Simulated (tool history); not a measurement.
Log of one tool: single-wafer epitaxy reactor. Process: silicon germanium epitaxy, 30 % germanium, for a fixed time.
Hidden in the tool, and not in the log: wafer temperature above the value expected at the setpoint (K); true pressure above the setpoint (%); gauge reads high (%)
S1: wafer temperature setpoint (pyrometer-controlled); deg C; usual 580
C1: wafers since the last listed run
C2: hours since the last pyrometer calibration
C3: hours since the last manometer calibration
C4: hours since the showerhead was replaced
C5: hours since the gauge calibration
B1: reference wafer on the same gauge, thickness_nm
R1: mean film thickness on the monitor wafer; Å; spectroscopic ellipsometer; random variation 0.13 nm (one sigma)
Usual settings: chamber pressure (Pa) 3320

Run 1, hour 0: usual settings; C1 0; C2 1353.6; C3 2205.9; C4 7280; C5 70.7; B1 37.094. Result: R1 462.33 Å.
Run 2, hour 28.5: usual settings; C1 470; C2 1382.1; C3 2234.4; C4 7308.5; C5 99.2; B1 37.092. Result: R1 461.82 Å.
Run 3, hour 65.5: usual settings but chamber pressure (Pa) 3106; C1 610; C2 1419.1; C3 2271.4; C4 7345.5; C5 136.2; B1 37.108. Result: R1 450.75 Å.
Run 4, hour 119.3: usual settings but chamber pressure (Pa) 3106; C1 887; C2 1472.9; C3 2325.2; C4 7399.3; C5 190; B1 37.079. Result: R1 450.59 Å.
Run 5, hour 157.4: usual settings but chamber pressure (Pa) 3106; C1 628; C2 1511; C3 2363.3; C4 7437.4; C5 228.1; B1 37.119. Result: R1 448.58 Å.
Run 6, hour 223.6: usual settings but S1 590 deg C; C1 1092; C2 1577.2; C3 2429.5; C4 7503.6; C5 294.3; B1 37.098. Result: R1 547.24 Å.
Run 7, hour 388: usual settings but S1 590 deg C; C1 2712; C2 1741.6; C3 2593.9; C4 7668; C5 458.7; B1 37.114. Result: R1 546.69 Å.
Run 8, hour 421.9: usual settings but S1 590 deg C; C1 559; C2 1775.5; C3 2627.8; C4 7701.9; C5 492.6; B1 37.092. Result: R1 551.15 Å.
Run 9, hour 448.8: usual settings but chamber pressure (Pa) 3146; C1 443; C2 1802.4; C3 2654.7; C4 7728.8; C5 519.5; B1 37.109. Result: R1 454.07 Å.
Run 10, hour 636.7: usual settings but chamber pressure (Pa) 3146; C1 3100; C2 1990.3; C3 2842.6; C4 7916.7; C5 707.4; B1 37.084. Result: R1 454.74 Å.
Run 11, hour 675.1: usual settings but S1 588 deg C, chamber pressure (Pa) 3000; C1 633; C2 2028.7; C3 2881; C4 7955.1; C5 745.8; B1 37.112. Result: R1 509.48 Å.
Run 12, hour 715.3: usual settings but S1 588 deg C, chamber pressure (Pa) 3000; C1 663; C2 2068.9; C3 2921.2; C4 7995.3; C5 786; B1 37.123. Result: R1 506.39 Å.
At hour 757.8: capacitance manometer re-zeroed and calibrated.
Run 13, hour 765.4: usual settings but S1 577 deg C, chamber pressure (Pa) 2773; C1 694; C2 2119; C3 7.6; C4 8045.4; C5 836.1; B1 37.091. Result: R1 409.32 Å.
Run 14, hour 831.8: usual settings; C1 1095; C2 2185.4; C3 74; C4 8111.8; C5 902.5; B1 37.093. Result: R1 467.04 Å.
Run 15, hour 888.1: usual settings; C1 929; C2 2241.7; C3 130.3; C4 8168.1; C5 958.8; B1 37.111. Result: R1 464.3 Å.
Run 16, hour 916.4: usual settings; C1 466; C2 2270; C3 158.6; C4 8196.4; C5 987.1; B1 37.102. Result: R1 464.26 Å.
Run 17, hour 943: usual settings but S1 574 deg C, chamber pressure (Pa) 2880; C1 438; C2 2296.6; C3 185.2; C4 8223; C5 1013.7; B1 37.094. Result: R1 395.58 Å.
At hour 972.5: showerhead replaced.
Run 18, hour 988.8: usual settings but S1 568 deg C, chamber pressure (Pa) 3613; C1 623; C2 2342.4; C3 231; C4 16.3; C5 1059.5; B1 37.103. Result: R1 396.34 Å.
At hour 1033.3: pyrometer calibrated.
Run 19, hour 1033.8: usual settings; C1 610; C2 0.5; C3 276; C4 61.3; C5 1104.5; B1 37.089. Result: R1 437.13 Å.
Run 20, hour 1090: usual settings but S1 574 deg C, chamber pressure (Pa) 3640; C1 927; C2 56.7; C3 332.2; C4 117.5; C5 1160.7; B1 37.108. Result: R1 414.23 Å.
Run 21, hour 1137: usual settings but S1 574 deg C, chamber pressure (Pa) 3933; C1 775; C2 103.7; C3 379.2; C4 164.5; C5 1207.7; B1 37.107. Result: R1 426.4 Å.
At hour 1139: gauge calibrated.
Run 22, hour 1192.1: usual settings but chamber pressure (Pa) 3013; C1 909; C2 158.8; C3 434.3; C4 219.6; C5 53.1; B1 37.093. Result: R1 421.86 Å.
Run 23, hour 1301.5: usual settings; C1 1805; C2 268.2; C3 543.7; C4 329; C5 162.5; B1 37.114. Result: R1 443.59 Å.
Run 24, hour 1351.9: usual settings but S1 586 deg C, chamber pressure (Pa) 3893; C1 831; C2 318.6; C3 594.1; C4 379.4; C5 212.9; B1 37.087. Result: R1 526.3 Å.
Run 25, hour 1414.2: usual settings but S1 566 deg C, chamber pressure (Pa) 3613; C1 1028; C2 380.9; C3 656.4; C4 441.7; C5 275.2; B1 37.098. Result: R1 363.42 Å.
Run 26, hour 1474.5: usual settings but S1 568 deg C, chamber pressure (Pa) 2573; C1 995; C2 441.2; C3 716.7; C4 502; C5 335.5; B1 37.1. Result: R1 328.19 Å.
Run 27, hour 1504.5: usual settings but S1 586 deg C, chamber pressure (Pa) 2826; C1 495; C2 471.2; C3 746.7; C4 532; C5 365.5; B1 37.107. Result: R1 464.73 Å.

4 ways to go on from here, each from the tool as it stands after run 27. What would each give?
Run A, hour 1504.9: usual settings but chamber pressure (Pa) 3760; C1 6; C2 471.6; C3 747.1; C4 532.4; C5 365.9; B1 ?. Result: R1 ?.
Run B, hour 1504.9: usual settings but S1 571 deg C, chamber pressure (Pa) 4013; C1 6; C2 471.6; C3 747.1; C4 532.4; C5 365.9; B1 ?. Result: R1 ?.
Run C, hour 1504.9: usual settings but S1 591 deg C, chamber pressure (Pa) 2733; C1 6; C2 471.6; C3 747.1; C4 532.4; C5 365.9; B1 ?. Result: R1 ?.
Run D, hour 1504.9: usual settings but chamber pressure (Pa) 3693; C1 6; C2 471.6; C3 747.1; C4 532.4; C5 365.9; B1 ?. Result: R1 ?.

run      B1      R1
  A  37.116  471.04
  B  37.116  415.61
  C  37.116  493.73
  D  37.116   467.5
Without the tool's hidden state the same runs would have given:
run      R1
  A  462.96
  B  408.35
  C  485.45
  D  459.48
